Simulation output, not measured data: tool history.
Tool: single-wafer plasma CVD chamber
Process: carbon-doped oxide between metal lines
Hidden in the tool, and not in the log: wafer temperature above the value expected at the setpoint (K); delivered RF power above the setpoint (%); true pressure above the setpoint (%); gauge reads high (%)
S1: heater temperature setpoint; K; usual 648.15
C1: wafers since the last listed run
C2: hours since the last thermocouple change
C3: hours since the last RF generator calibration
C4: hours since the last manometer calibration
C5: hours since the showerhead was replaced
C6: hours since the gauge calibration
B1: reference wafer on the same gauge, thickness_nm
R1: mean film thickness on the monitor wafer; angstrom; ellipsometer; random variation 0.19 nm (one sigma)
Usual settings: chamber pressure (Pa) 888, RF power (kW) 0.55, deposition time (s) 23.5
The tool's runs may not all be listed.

Run 1, hour 0: usual settings but deposition time (s) 24.7; C1 0; C2 814.9; C3 663.1; C4 2770.2; C5 4.4; C6 233.9; B1 109.035. Result: R1 1295.26 angstrom.
At hour 10.6: thermocouple changed; heater temperature recalibrated.
Run 2, hour 13.2: usual settings but deposition time (s) 24.7; C1 76; C2 2.6; C3 676.3; C4 2783.4; C5 17.6; C6 247.1; B1 108.966. Result: R1 1308.75 angstrom.
Run 3, hour 25.2: usual settings but chamber pressure (Pa) 951, deposition time (s) 25.1; C1 175; C2 14.6; C3 688.3; C4 2795.4; C5 29.6; C6 259.1; B1 108.961. Result: R1 1339.65 angstrom.
Run 4, hour 37.7: usual settings but chamber pressure (Pa) 951, deposition time (s) 25.1; C1 182; C2 27.1; C3 700.8; C4 2807.9; C5 42.1; C6 271.6; B1 108.988. Result: R1 1338.58 angstrom.
Run 5, hour 54.9: usual settings but S1 659.15 K; C1 251; C2 44.3; C3 718; C4 2825.1; C5 59.3; C6 288.8; B1 109.023. Result: R1 1218.95 angstrom.
Run 6, hour 63.9: usual settings but S1 659.15 K; C1 131; C2 53.3; C3 727; C4 2834.1; C5 68.3; C6 297.8; B1 108.989. Result: R1 1219.49 angstrom.
Run 7, hour 75.7: usual settings; C1 172; C2 65.1; C3 738.8; C4 2845.9; C5 80.1; C6 309.6; B1 108.999. Result: R1 1247.69 angstrom.
Run 8, hour 89: usual settings but S1 653.15 K, deposition time (s) 19; C1 194; C2 78.4; C3 752.1; C4 2859.2; C5 93.4; C6 322.9; B1 108.961. Result: R1 1001.36 angstrom.
Run 9, hour 105.8: usual settings; C1 245; C2 95.2; C3 768.9; C4 2876; C5 110.2; C6 339.7; B1 109.011. Result: R1 1242.21 angstrom.
Run 10, hour 112.1: usual settings but chamber pressure (Pa) 689, RF power (kW) 0.65; C1 92; C2 101.5; C3 775.2; C4 2882.3; C5 116.5; C6 346; B1 109.043. Result: R1 1275.38 angstrom.
At hour 128.8: capacitance manometer re-zeroed and calibrated.
Run 11, hour 129.3: usual settings but S1 658.15 K, chamber pressure (Pa) 687, deposition time (s) 27.9; C1 134; C2 118.7; C3 792.4; C4 0.5; C5 133.7; C6 363.2; B1 109.01. Result: R1 1358.83 angstrom.
At hour 143.2: RF generator calibrated.
Run 12, hour 143.7: usual settings; C1 93; C2 133.1; C3 0.5; C4 14.9; C5 148.1; C6 377.6; B1 108.95. Result: R1 1254.2 angstrom.
Run 13, hour 149.2: usual settings but deposition time (s) 25.8; C1 80; C2 138.6; C3 6; C4 20.4; C5 153.6; C6 383.1; B1 108.972. Result: R1 1375.02 angstrom.
Run 14, hour 160.6: usual settings but chamber pressure (Pa) 784; C1 166; C2 150; C3 17.4; C4 31.8; C5 165; C6 394.5; B1 108.994. Result: R1 1227.56 angstrom.
Run 15, hour 172: usual settings but S1 642.15 K, RF power (kW) 0.515; C1 166; C2 161.4; C3 28.8; C4 43.2; C5 176.4; C6 405.9; B1 109.004. Result: R1 1229.73 angstrom.
Run 16, hour 189.4: usual settings but S1 634.15 K, chamber pressure (Pa) 968, deposition time (s) 19.8; C1 254; C2 178.8; C3 46.2; C4 60.6; C5 193.8; C6 423.3; B1 108.984. Result: R1 1106.07 angstrom.
Run 17, hour 199.7: usual settings but S1 636.15 K, chamber pressure (Pa) 1055, RF power (kW) 0.61, deposition time (s) 21.8; C1 150; C2 189.1; C3 56.5; C4 70.9; C5 204.1; C6 433.6; B1 108.971. Result: R1 1283.73 angstrom.
Run 18, hour 208.8: usual settings but deposition time (s) 24.8; C1 133; C2 198.2; C3 65.6; C4 80; C5 213.2; C6 442.7; B1 108.949. Result: R1 1316.75 angstrom.
At hour 211.7: gauge calibrated.
Run 19, hour 218.9: usual settings; C1 147; C2 208.3; C3 75.7; C4 90.1; C5 223.3; C6 7.2; B1 108.987. Result: R1 1252.5 angstrom.
Run 20, hour 262.3: usual settings but S1 656.15 K, chamber pressure (Pa) 1084; C1 634; C2 251.7; C3 119.1; C4 133.5; C5 266.7; C6 50.6; B1 109. Result: R1 1252.79 angstrom.
Run 21, hour 273: usual settings but S1 657.15 K, chamber pressure (Pa) 1012; C1 156; C2 262.4; C3 129.8; C4 144.2; C5 277.4; C6 61.3; B1 109.021. Result: R1 1243.76 angstrom.
Run 22, hour 289.4: usual settings; C1 239; C2 278.8; C3 146.2; C4 160.6; C5 293.8; C6 77.7; B1 108.966. Result: R1 1247.78 angstrom.
Run 23, hour 301.8: usual settings but chamber pressure (Pa) 689, RF power (kW) 0.65; C1 181; C2 291.2; C3 158.6; C4 173; C5 306.2; C6 90.1; B1 109.007. Result: R1 1278.05 angstrom.
Run 24, hour 318.9: usual settings but S1 659.15 K; C1 250; C2 308.3; C3 175.7; C4 190.1; C5 323.3; C6 107.2; B1 109.002. Result: R1 1221.04 angstrom.
Run 25, hour 332.2: usual settings; C1 194; C2 321.6; C3 189; C4 203.4; C5 336.6; C6 120.5; B1 108.954. Result: R1 1248.65 angstrom.
Run 26, hour 342.7: usual settings but chamber pressure (Pa) 793, deposition time (s) 22.2; C1 153; C2 332.1; C3 199.5; C4 213.9; C5 347.1; C6 131; B1 108.99. Result: R1 1156.4 angstrom.
Run 27, hour 357: usual settings but S1 659.15 K, chamber pressure (Pa) 825, RF power (kW) 0.605, deposition time (s) 27.5; C1 209; C2 346.4; C3 213.8; C4 228.2; C5 361.4; C6 145.3; B1 109.03. Result: R1 1473.73 angstrom.
Run 28, hour 374.1: usual settings but S1 642.15 K, chamber pressure (Pa) 788, deposition time (s) 19.6; C1 250; C2 363.5; C3 230.9; C4 245.3; C5 378.5; C6 162.4; B1 108.97. Result: R1 1033.85 angstrom.

What the log doesn't show, run by run:
true pressure above the setpoint (%): 0 in every run
gauge reads high (%): 0 in every run
H1: wafer temperature above the value expected at the setpoint (K)
H2: delivered RF power above the setpoint (%)
run     H1      H2
  1   5.47   -1.84
  2   0.26   -1.88
  3  0.491   -1.91
  4  0.722   -1.94
  5   1.02   -1.99
  6   1.18   -2.01
  7   1.37   -2.05
  8   1.58   -2.08
  9   1.83   -2.13
 10   1.92   -2.15
 11   2.16   -2.19
 12   2.36  -0.166
 13   2.43  -0.181
 14   2.57  -0.212
 15   2.71  -0.243
 16   2.91  -0.291
 17   3.02  -0.319
 18   3.12  -0.344
 19   3.23  -0.371
 20   3.65   -0.49
 21   3.74  -0.519
 22   3.88  -0.564
 23   3.98  -0.597
 24   4.11  -0.644
 25   4.21   -0.68
 26   4.28  -0.709
 27   4.38  -0.748
 28   4.49  -0.794
